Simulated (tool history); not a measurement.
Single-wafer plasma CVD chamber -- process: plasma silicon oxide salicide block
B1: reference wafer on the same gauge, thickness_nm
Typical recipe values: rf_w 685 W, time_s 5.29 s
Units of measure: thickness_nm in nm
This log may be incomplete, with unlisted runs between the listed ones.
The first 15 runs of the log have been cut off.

run 16 day=15.875 | rf_w=685 time_s=5.52 | B1=62.354 | thickness_nm=59.826
run 17 day=17.067 | rf_w=685 time_s=5.29 | B1=62.385 | thickness_nm=57.636
run 18 day=18.196 | rf_w=610 time_s=5.29 | B1=62.397 | thickness_nm=55.684
run 19 day=18.938 | rf_w=575 time_s=4.67 | B1=62.381 | thickness_nm=48.783
run 20 day=19.596 | rf_w=650 time_s=4.28 | B1=62.425 | thickness_nm=45.547
run 21 day=21.821 | rf_w=685 time_s=5.29 | B1=62.445 | thickness_nm=57.220
run 22 day=22.388 | rf_w=685 time_s=5.52 | B1=62.379 | thickness_nm=59.683
run 23 day=23.133 | rf_w=800 time_s=5.29 | B1=62.396 | thickness_nm=59.404

Estimate the outcome of run 24 from the log above:
run 24 day=24.333 | rf_w=620 time_s=5.57 | B1=? | thickness_nm=?

Run 24 gave B1 62.436, thickness_nm 58.820 nm.
Minus the tool's unlogged condition, the same run would have read thickness_nm 59.977 nm.
